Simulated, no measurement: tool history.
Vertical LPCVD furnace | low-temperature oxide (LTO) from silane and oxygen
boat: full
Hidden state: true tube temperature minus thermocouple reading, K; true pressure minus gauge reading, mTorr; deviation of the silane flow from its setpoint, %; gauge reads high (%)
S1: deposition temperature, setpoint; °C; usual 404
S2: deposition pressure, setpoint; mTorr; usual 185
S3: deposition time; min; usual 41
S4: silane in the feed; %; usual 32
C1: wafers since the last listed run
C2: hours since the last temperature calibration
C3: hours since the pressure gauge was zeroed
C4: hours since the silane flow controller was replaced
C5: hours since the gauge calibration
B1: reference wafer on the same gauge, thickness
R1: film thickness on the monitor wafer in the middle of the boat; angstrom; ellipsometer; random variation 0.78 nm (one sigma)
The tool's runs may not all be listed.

| run | hour | S1 | S2 | S3 | S4 | C1 | C2 | C3 | C4 | C5 | B1 | R1 |
|---|---|---|---|---|---|---|---|---|---|---|---|---|
| 1 | 0 | 404 | 185 | 41 | 32 | 0 | 1394.1 | 1290.1 | 3405.2 | 313.6 | 227.94 | 2290.3 |
| 2 | 26.1 | 404 | 185 | 41 | 32 | 336 | 1420.2 | 1316.2 | 3431.3 | 339.7 | 228.11 | 2280.3 |
|  | 32.1 | gauge calibrated |
| 3 | 49.9 | 398 | 185 | 48.5 | 32 | 307 | 1444 | 1340 | 3455.1 | 17.8 | 227.81 | 2521.4 |
| 4 | 72 | 398 | 185 | 48.5 | 32 | 285 | 1466.1 | 1362.1 | 3477.2 | 39.9 | 228.22 | 2519.4 |
| 5 | 101.7 | 404 | 210 | 41 | 32 | 383 | 1495.8 | 1391.8 | 3506.9 | 69.6 | 228.11 | 2595 |
| 6 | 115.9 | 404 | 185 | 41 | 32 | 183 | 1510 | 1406 | 3521.1 | 83.8 | 227.96 | 2296 |
| 7 | 145.3 | 404 | 185 | 41 | 32 | 379 | 1539.4 | 1435.4 | 3550.5 | 113.2 | 228.18 | 2289.1 |
| 8 | 245.5 | 396 | 200 | 41 | 32 | 1292 | 1639.6 | 1535.6 | 3650.7 | 213.4 | 227.92 | 2245.1 |
|  | 274.3 | pressure gauge zeroed |
| 9 | 275.8 | 410 | 185 | 41 | 32 | 81 | 1669.9 | 1.5 | 3681 | 243.7 | 227.89 | 2566.7 |
|  | 306 | thermocouples replaced and temperature profile calibrated |
| 10 | 310.1 | 410 | 185 | 41 | 32 | 132 | 4.1 | 35.8 | 3715.3 | 278 | 228.11 | 2541.3 |
| 11 | 335.7 | 404 | 205 | 41 | 34 | 330 | 29.7 | 61.4 | 3740.9 | 303.6 | 227.99 | 2872.6 |
| 12 | 362.7 | 397 | 170 | 30.5 | 35 | 348 | 56.7 | 88.4 | 3767.9 | 330.6 | 228 | 1697.7 |
|  | 388.7 | gauge calibrated |
| 13 | 393.5 | 413 | 230 | 26.5 | 29 | 397 | 87.5 | 119.2 | 3798.7 | 4.8 | 228.09 | 1827.5 |
|  | 423.5 | silane flow controller replaced |
| 14 | 424 | 410 | 165 | 41 | 29 | 83 | 118 | 149.7 | 0.5 | 35.3 | 227.91 | 1961.7 |
| 15 | 429.5 | 404 | 185 | 46.5 | 26 | 70 | 123.5 | 155.2 | 6 | 40.8 | 228.04 | 1971 |
| 16 | 443.1 | 404 | 210 | 46.5 | 36 | 175 | 137.1 | 168.8 | 19.6 | 54.4 | 228.03 | 3566.1 |
| 17 | 460.5 | 404 | 185 | 41 | 32 | 224 | 154.5 | 186.2 | 37 | 71.8 | 227.93 | 2360.2 |
| 18 | 492 | 398 | 185 | 28 | 34 | 406 | 186 | 217.7 | 68.5 | 103.3 | 228.08 | 1631.2 |
| 19 | 526.1 | 407 | 185 | 36.5 | 38 | 439 | 220.1 | 251.8 | 102.6 | 137.4 | 227.96 | 2708.1 |
| 20 | 568.5 | 404 | 185 | 47.5 | 32 | 547 | 262.5 | 294.2 | 145 | 179.8 | 228.11 | 2720.6 |
| 21 | 602.3 | 404 | 185 | 41 | 32 | 436 | 296.3 | 328 | 178.8 | 213.6 | 228.13 | 2347.3 |
| 22 | 633.1 | 404 | 185 | 34 | 32 | 397 | 327.1 | 358.8 | 209.6 | 244.4 | 227.84 | 1931.5 |
| 23 | 659.8 | 411 | 185 | 36 | 32 | 344 | 353.8 | 385.5 | 236.3 | 271.1 | 227.98 | 2226.5 |

What the log doesn't show, run by run:
true tube temperature minus thermocouple reading, K: 0 in every run
deviation of the silane flow from its setpoint, %: 0 in every run
gauge reads high (%): 0 in every run
H1: true pressure minus gauge reading, mTorr
| run | H1 |
|---|---|
| 1 | -8.02 |
| 2 | -8.05 |
| 3 | -8.08 |
| 4 | -8.11 |
| 5 | -8.14 |
| 6 | -8.15 |
| 7 | -8.19 |
| 8 | -8.28 |
| 9 | 0.36 |
| 10 | -0.161 |
| 11 | -0.529 |
| 12 | -0.898 |
| 13 | -1.3 |
| 14 | -1.67 |
| 15 | -1.73 |
| 16 | -1.89 |
| 17 | -2.08 |
| 18 | -2.42 |
| 19 | -2.76 |
| 20 | -3.16 |
| 21 | -3.45 |
| 22 | -3.7 |
| 23 | -3.91 |
